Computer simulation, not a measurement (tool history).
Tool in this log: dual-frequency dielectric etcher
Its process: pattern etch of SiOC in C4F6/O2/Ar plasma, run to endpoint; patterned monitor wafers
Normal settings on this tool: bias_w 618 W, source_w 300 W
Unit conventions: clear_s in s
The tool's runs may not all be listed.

run   hour  bias_w  source_w  incoming incoming film thickness, nm  clear_s
  1    0.0     585       300                                 46.41     17.0
  2   22.4     585       300                                 45.80     16.7
  3   36.1     585       300                                 45.97     17.0
  4   52.4     695       300                                 46.28     16.4
  5   68.0     695       300                                 46.78     16.5
  6   81.5     695       300                                 46.66     16.5
  7   95.6     618       300                                 46.36     17.0
  8  117.6     618       300                                 46.41     16.9
  9  141.1     618       300                                 45.69     16.9
 10  156.5     618       300                                 46.31     17.0
 11  191.7     618       300                                 46.49     16.9
 12  214.0     618       300                                 46.13     16.8
 13  229.3     541       280                                 46.05     17.6
 14  261.5     618       300                                 46.27     16.7
 15  290.9     618       300                                 45.43     16.0
 16  329.5     506       340                                 46.03     17.6
 17  336.1     519       330                                 46.51     17.9
 18  359.6     618       300                                 46.21     17.4
 19  394.8     740       340                                 46.66     15.8
 20  419.8     503       230                                 46.19     20.5
 21  438.3     618       250                                 46.01     18.5
 22  457.3     471       260                                 46.33     19.3
 23  470.8     618       340                                 46.06     16.4
 24  496.4     732       240                                 46.39     18.1
 25  515.1     533       330                                 46.11     17.1

Not shown here: 4 entries made in the log between runs. Locate each between two listed runs and compare the hidden state at the listed run before it with the hidden state at the listed run after it:
In the gap between runs 15 and 16: bias power generator calibrated (hour 295.2); wet clean of the chamber (hour 329.0)
  etch rate over this chamber's usual, %: 5.13 -> -0.683
  measured result minus the result with no hidden state, clear_s: -0.8 -> +0.1 s
In the gap between runs 17 and 18: source power generator calibrated (hour 350.6)
  etch rate over this chamber's usual, %: -0.625 -> -0.418
  measured result minus the result with no hidden state, clear_s: +0.1 -> +0.1 s
In the gap between runs 18 and 19: upper electrode replaced (hour 394.3)
  etch rate over this chamber's usual, %: -0.418 -> -0.108
  measured result minus the result with no hidden state, clear_s: +0.1 -> +0.0 s

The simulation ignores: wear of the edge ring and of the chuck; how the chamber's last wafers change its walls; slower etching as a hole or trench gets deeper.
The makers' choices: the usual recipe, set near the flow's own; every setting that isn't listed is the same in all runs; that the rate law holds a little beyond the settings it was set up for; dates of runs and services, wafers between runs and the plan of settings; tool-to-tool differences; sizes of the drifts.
